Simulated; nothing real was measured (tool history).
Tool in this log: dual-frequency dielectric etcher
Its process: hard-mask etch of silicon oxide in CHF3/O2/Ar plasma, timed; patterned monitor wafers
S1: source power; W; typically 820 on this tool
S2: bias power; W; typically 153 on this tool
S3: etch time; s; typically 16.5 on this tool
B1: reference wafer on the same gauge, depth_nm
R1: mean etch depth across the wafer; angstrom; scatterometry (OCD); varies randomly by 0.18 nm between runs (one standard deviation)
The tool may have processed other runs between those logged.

run	day	S1	S2	S3	B1	R1
1	0.000	820	153	16.5	39.38	345.1
2	0.938	820	153	16.5	39.40	347.7
3	2.350	820	153	16.5	39.35	346.3
4	3.742	820	153	16.5	39.37	349.4
5	4.492	820	153	16.5	39.38	349.9
6	5.858	820	153	16.5	39.40	355.2
7	6.646	820	153	16.5	39.36	354.4
# day 7.838: gauge calibrated
8	8.038	820	153	16.5	39.44	353.4
# day 8.812: source power generator calibrated
9	9.471	820	153	16.5	39.39	356.2
# day 10.858: upper electrode replaced
10	10.879	820	153	16.5	39.39	356.8
11	11.262	890	137	16.5	39.41	352.4
# day 12.212: bias power generator calibrated
# day 12.288: wet clean of the chamber
12	12.308	820	163	16.5	39.38	345.6
13	13.217	820	153	16.5	39.40	340.9
14	14.538	1010	153	12.5	39.45	273.2
15	15.225	820	153	20.0	39.41	415.8
16	16.700	820	176	13.0	39.38	282.5
17	17.404	820	153	16.5	39.41	343.7
18	18.712	910	153	14.5	39.38	312.3
19	19.867	820	153	16.5	39.43	345.1
# day 19.988: gauge calibrated
20	21.350	820	153	21.0	39.43	442.7

What if the next run were any one of these 5? Each begins from the tool's condition after run 20:
A	21.367	820	153	19.0	?	?
B	21.367	1000	177	12.0	?	?
C	21.367	700	153	16.5	?	?
D	21.367	820	185	16.5	?	?
E	21.367	630	153	16.5	?	?

run	B1	R1
A	39.41	398.9
B	39.41	278.3
C	39.41	333.1
D	39.41	368.8
E	39.41	324.9
The same runs, with their run-to-run variation unchanged, on a tool lacking any hidden condition would have given:
run	R1
A	389.0
B	271.4
C	324.8
D	359.6
E	316.9

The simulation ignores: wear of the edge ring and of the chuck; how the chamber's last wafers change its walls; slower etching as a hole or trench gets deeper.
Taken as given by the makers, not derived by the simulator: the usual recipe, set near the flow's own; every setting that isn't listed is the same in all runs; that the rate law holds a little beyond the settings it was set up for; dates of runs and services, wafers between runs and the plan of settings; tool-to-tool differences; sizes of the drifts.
